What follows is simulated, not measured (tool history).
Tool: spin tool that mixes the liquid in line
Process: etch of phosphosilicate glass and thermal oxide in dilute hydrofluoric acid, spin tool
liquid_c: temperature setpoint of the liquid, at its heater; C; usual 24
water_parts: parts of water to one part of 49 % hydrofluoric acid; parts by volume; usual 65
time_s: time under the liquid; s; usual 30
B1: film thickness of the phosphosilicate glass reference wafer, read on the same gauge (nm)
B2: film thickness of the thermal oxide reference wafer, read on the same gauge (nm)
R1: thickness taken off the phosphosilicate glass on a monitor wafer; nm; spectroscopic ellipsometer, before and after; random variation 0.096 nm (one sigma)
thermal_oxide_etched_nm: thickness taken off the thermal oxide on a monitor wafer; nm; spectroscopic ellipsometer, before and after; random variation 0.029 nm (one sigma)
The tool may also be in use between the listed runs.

Run 1, day 0: usual settings but water_parts 45 parts by volume; B1 70.01; B2 59.997. Result: R1 42.26 nm, thermal_oxide_etched_nm 3.202 nm.
Run 2, day 1.462: usual settings but liquid_c 22 C, time_s 40 s; B1 70; B2 60.039. Result: R1 35.03 nm, thermal_oxide_etched_nm 2.674 nm.
Run 3, day 3.358: usual settings but liquid_c 22 C, time_s 40 s; B1 70; B2 59.981. Result: R1 35.06 nm, thermal_oxide_etched_nm 2.67 nm.
Run 4, day 5.642: usual settings but time_s 20 s; B1 69.98; B2 60.007. Result: R1 18.94 nm, thermal_oxide_etched_nm 1.482 nm.
Run 5, day 7.238: usual settings; B1 70.01; B2 60.025. Result: R1 28.51 nm, thermal_oxide_etched_nm 2.18 nm.
Run 6, day 9.108: usual settings; B1 69.99; B2 60.03. Result: R1 28.46 nm, thermal_oxide_etched_nm 2.174 nm.
Run 7, day 10.196: usual settings; B1 69.99; B2 60.012. Result: R1 28.51 nm, thermal_oxide_etched_nm 2.161 nm.
Run 8, day 12.592: usual settings; B1 70.03; B2 59.99. Result: R1 28.45 nm, thermal_oxide_etched_nm 2.189 nm.
Run 9, day 14.471: usual settings; B1 70; B2 60.002. Result: R1 28.57 nm, thermal_oxide_etched_nm 2.172 nm.
Run 10, day 16.712: usual settings; B1 70.02; B2 60.008. Result: R1 28.59 nm, thermal_oxide_etched_nm 2.146 nm.
At day 17.246: thermometer replaced.
Run 11, day 18.417: usual settings but water_parts 80 parts by volume; B1 70; B2 60.02. Result: R1 22.28 nm, thermal_oxide_etched_nm 1.695 nm.
Run 12, day 20.55: usual settings but water_parts 80 parts by volume; B1 70; B2 59.982. Result: R1 22.12 nm, thermal_oxide_etched_nm 1.705 nm.
At day 22.575: hydrofluoric acid flow meter replaced.
At day 25.517: gauge calibrated.
Run 13, day 27.262: usual settings; B1 70; B2 60.002. Result: R1 28.77 nm, thermal_oxide_etched_nm 2.207 nm.
Run 14, day 29.679: usual settings but liquid_c 28.5 C; B1 70.02; B2 60.024. Result: R1 34.3 nm, thermal_oxide_etched_nm 2.657 nm.
Run 15, day 31.133: usual settings but water_parts 40 parts by volume; B1 69.99; B2 59.991. Result: R1 48.15 nm, thermal_oxide_etched_nm 3.737 nm.
Run 16, day 32.167: usual settings but liquid_c 19.5 C, water_parts 40 parts by volume, time_s 15 s; B1 70; B2 60.035. Result: R1 19.96 nm, thermal_oxide_etched_nm 1.517 nm.
Run 17, day 33.258: usual settings but time_s 35 s; B1 70; B2 59.989. Result: R1 33.45 nm, thermal_oxide_etched_nm 2.568 nm.
Run 18, day 35.379: usual settings but time_s 35 s; B1 69.98; B2 59.984. Result: R1 33.53 nm, thermal_oxide_etched_nm 2.568 nm.
Run 19, day 37.558: usual settings but liquid_c 22 C; B1 70; B2 59.984. Result: R1 26.48 nm, thermal_oxide_etched_nm 2.076 nm.
Run 20, day 38.871: usual settings but water_parts 45 parts by volume, time_s 15 s; B1 70; B2 60.002. Result: R1 21.34 nm, thermal_oxide_etched_nm 1.642 nm.
Run 21, day 45.329: usual settings but water_parts 40 parts by volume, time_s 15 s; B1 70; B2 60.001. Result: R1 24.23 nm, thermal_oxide_etched_nm 1.824 nm.
Run 22, day 46.996: usual settings but water_parts 40 parts by volume, time_s 15 s; B1 70; B2 59.98. Result: R1 24.21 nm, thermal_oxide_etched_nm 1.889 nm.
Run 23, day 48.638: usual settings but water_parts 80 parts by volume, time_s 40 s; B1 69.98; B2 60.015. Result: R1 30.66 nm, thermal_oxide_etched_nm 2.341 nm.
Run 24, day 50.362: usual settings but time_s 25 s; B1 70.01; B2 59.993. Result: R1 24.01 nm, thermal_oxide_etched_nm 1.817 nm.

Forecast each of these 3 alternatives for the next run:
Run A, day 50.379: usual settings; B1 ?; B2 ?. Result: R1 ?, thermal_oxide_etched_nm ?.
Run B, day 50.379: usual settings but liquid_c 20 C, water_parts 80 parts by volume; B1 ?; B2 ?. Result: R1 ?, thermal_oxide_etched_nm ?.
Run C, day 50.379: usual settings but liquid_c 27.5 C, water_parts 50 parts by volume; B1 ?; B2 ?. Result: R1 ?, thermal_oxide_etched_nm ?.

run     B1      B2     R1  thermal_oxide_etched_nm
  A  70.01  60.021  28.77                    2.203
  B  70.01  60.021  19.48                    1.491
  C  70.01  60.021  43.97                    3.366
Without the tool's hidden state the same runs would have given:
run     R1  thermal_oxide_etched_nm
  A  28.63                    2.192
  B  19.38                    1.484
  C  43.76                     3.35

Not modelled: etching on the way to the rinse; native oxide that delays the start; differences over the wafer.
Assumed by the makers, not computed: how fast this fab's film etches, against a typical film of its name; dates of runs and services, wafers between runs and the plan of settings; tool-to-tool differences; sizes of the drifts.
